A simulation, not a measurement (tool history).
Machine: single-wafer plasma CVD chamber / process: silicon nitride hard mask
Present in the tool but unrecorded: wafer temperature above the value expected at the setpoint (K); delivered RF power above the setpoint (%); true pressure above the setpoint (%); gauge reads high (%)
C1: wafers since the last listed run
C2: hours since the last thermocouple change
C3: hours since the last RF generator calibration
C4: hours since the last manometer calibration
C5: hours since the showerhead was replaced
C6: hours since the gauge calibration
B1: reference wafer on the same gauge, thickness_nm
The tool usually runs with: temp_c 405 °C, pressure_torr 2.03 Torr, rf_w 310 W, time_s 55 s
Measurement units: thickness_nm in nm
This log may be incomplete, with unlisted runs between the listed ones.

Run 1, day 0: usual settings; C1 0; C2 1772.5; C3 1658.1; C4 102.1; C5 3891.2; C6 658.2; B1 66.428. Result: thickness_nm 63.28 nm.
Run 2, day 1.846: usual settings but time_s 50.6 s; C1 833; C2 1816.8; C3 1702.4; C4 146.4; C5 3935.5; C6 702.5; B1 66.427. Result: thickness_nm 58.797 nm.
Run 3, day 3.658: usual settings but time_s 50.6 s; C1 818; C2 1860.3; C3 1745.9; C4 189.9; C5 3979; C6 746; B1 66.424. Result: thickness_nm 58.594 nm.
Run 4, day 5.188: usual settings but time_s 50.6 s; C1 690; C2 1897; C3 1782.6; C4 226.6; C5 4015.7; C6 782.7; B1 66.327. Result: thickness_nm 58.954 nm.
Run 5, day 7.825: usual settings but rf_w 270 W; C1 1190; C2 1960.3; C3 1845.9; C4 289.9; C5 4079; C6 846; B1 66.52. Result: thickness_nm 56.857 nm.
Run 6, day 10.117: usual settings but rf_w 270 W; C1 1034; C2 2015.3; C3 1900.9; C4 344.9; C5 4134; C6 901; B1 66.452. Result: thickness_nm 56.773 nm.
Run 7, day 12.667: usual settings but rf_w 270 W; C1 1151; C2 2076.5; C3 1962.1; C4 406.1; C5 4195.2; C6 962.2; B1 66.403. Result: thickness_nm 56.732 nm.
Run 8, day 14.817: usual settings; C1 970; C2 2128.1; C3 2013.7; C4 457.7; C5 4246.8; C6 1013.8; B1 66.363. Result: thickness_nm 64.377 nm.
Run 9, day 16.683: usual settings; C1 842; C2 2172.9; C3 2058.5; C4 502.5; C5 4291.6; C6 1058.6; B1 66.358. Result: thickness_nm 64.501 nm.
Run 10, day 18.092: usual settings; C1 635; C2 2206.7; C3 2092.3; C4 536.3; C5 4325.4; C6 1092.4; B1 66.254. Result: thickness_nm 64.721 nm.
At day 19.779: gauge calibrated.
Run 11, day 20.004: usual settings; C1 863; C2 2252.6; C3 2138.2; C4 582.2; C5 4371.3; C6 5.4; B1 66.334. Result: thickness_nm 64.271 nm.
Run 12, day 26.088: usual settings; C1 2746; C2 2398.6; C3 2284.2; C4 728.2; C5 4517.3; C6 151.4; B1 66.421. Result: thickness_nm 64.127 nm.
At day 27.812: showerhead replaced, of another model than before.
Run 13, day 28.504: usual settings; C1 940; C2 2456.6; C3 2342.2; C4 786.2; C5 16.6; C6 209.4; B1 66.377. Result: thickness_nm 65.013 nm.
Run 14, day 30.154: usual settings; C1 745; C2 2496.2; C3 2381.8; C4 825.8; C5 56.2; C6 249; B1 66.368. Result: thickness_nm 64.918 nm.
At day 31.338: thermocouple changed; heater temperature recalibrated.
Run 15, day 32.517: usual settings but temp_c 410 °C, pressure_torr 2.36 Torr, rf_w 330 W, time_s 49.7 s; C1 916; C2 28.3; C3 2438.5; C4 882.5; C5 112.9; C6 305.7; B1 66.383. Result: thickness_nm 64.401 nm.
At day 33.567: RF generator calibrated.
Run 16, day 34.779: usual settings but temp_c 392 °C; C1 871; C2 82.6; C3 29.1; C4 936.8; C5 167.2; C6 360; B1 66.54. Result: thickness_nm 65.162 nm.
Run 17, day 36.558: usual settings but time_s 64.8 s; C1 803; C2 125.3; C3 71.8; C4 979.5; C5 209.9; C6 402.7; B1 66.415. Result: thickness_nm 76.604 nm.
Run 18, day 37.838: usual settings but time_s 50.6 s; C1 577; C2 156; C3 102.5; C4 1010.2; C5 240.6; C6 433.4; B1 66.356. Result: thickness_nm 60.158 nm.
Run 19, day 40.042: usual settings; C1 995; C2 208.9; C3 155.4; C4 1063.1; C5 293.5; C6 486.3; B1 66.294. Result: thickness_nm 65.455 nm.
Run 20, day 42.304: usual settings but temp_c 412 °C, pressure_torr 1.72 Torr, rf_w 285 W, time_s 58.1 s; C1 1021; C2 263.2; C3 209.7; C4 1117.4; C5 347.8; C6 540.6; B1 66.404. Result: thickness_nm 60.008 nm.
Run 21, day 44.2: usual settings but temp_c 414 °C, rf_w 260 W; C1 856; C2 308.7; C3 255.2; C4 1162.9; C5 393.3; C6 586.1; B1 66.5. Result: thickness_nm 57.611 nm.
Run 22, day 48.258: usual settings; C1 1832; C2 406.1; C3 352.6; C4 1260.3; C5 490.7; C6 683.5; B1 66.416. Result: thickness_nm 65.27 nm.
Run 23, day 49.267: usual settings but temp_c 400 °C, pressure_torr 2.38 Torr, rf_w 275 W, time_s 50.7 s; C1 455; C2 430.3; C3 376.8; C4 1284.5; C5 514.9; C6 707.7; B1 66.402. Result: thickness_nm 58.718 nm.
At day 49.608: capacitance manometer re-zeroed and calibrated.
Run 24, day 51.317: usual settings but rf_w 265 W, time_s 58.8 s; C1 775; C2 479.5; C3 426; C4 41; C5 564.1; C6 756.9; B1 66.512. Result: thickness_nm 61.026 nm.
Run 25, day 52.821: usual settings but rf_w 285 W, time_s 44.1 s; C1 679; C2 515.6; C3 462.1; C4 77.1; C5 600.2; C6 793; B1 66.34. Result: thickness_nm 48.046 nm.
Run 26, day 55.538: usual settings but temp_c 410 °C, pressure_torr 2.36 Torr, rf_w 330 W, time_s 49.7 s; C1 1226; C2 580.8; C3 527.3; C4 142.3; C5 665.4; C6 858.2; B1 66.352. Result: thickness_nm 63.589 nm.
Run 27, day 58.508: usual settings; C1 1341; C2 652.1; C3 598.6; C4 213.6; C5 736.7; C6 929.5; B1 66.405. Result: thickness_nm 63.798 nm.
At day 61.479: gauge calibrated.
Run 28, day 62.088: usual settings but pressure_torr 1.71 Torr, time_s 59.7 s; C1 1616; C2 738; C3 684.5; C4 299.5; C5 822.6; C6 14.6; B1 66.332. Result: thickness_nm 64.218 nm.
Run 29, day 64.958: usual settings but temp_c 420 °C; C1 1296; C2 806.9; C3 753.4; C4 368.4; C5 891.5; C6 83.5; B1 66.409. Result: thickness_nm 64.039 nm.

Each row is a separate what-if for the run after 29, all from the same tool condition, not one after another. Results?
Run A, day 64.975: usual settings but time_s 64.6 s; C1 7; C2 807.3; C3 753.8; C4 368.8; C5 891.9; C6 83.9; B1 ?. Result: thickness_nm ?.
Run B, day 64.975: usual settings but temp_c 391 °C, pressure_torr 1.71 Torr, rf_w 335 W, time_s 64.1 s; C1 7; C2 807.3; C3 753.8; C4 368.8; C5 891.9; C6 83.9; B1 ?. Result: thickness_nm ?.
Run C, day 64.975: usual settings but rf_w 260 W, time_s 51.3 s; C1 7; C2 807.3; C3 753.8; C4 368.8; C5 891.9; C6 83.9; B1 ?. Result: thickness_nm ?.

run      B1  thickness_nm
  A  66.512        75.632
  B  66.512        73.481
  C  66.512        53.258
The same runs, with their run-to-run variation unchanged, on a tool lacking any hidden condition would have given:
run  thickness_nm
  A        74.184
  B        71.899
  C        52.238
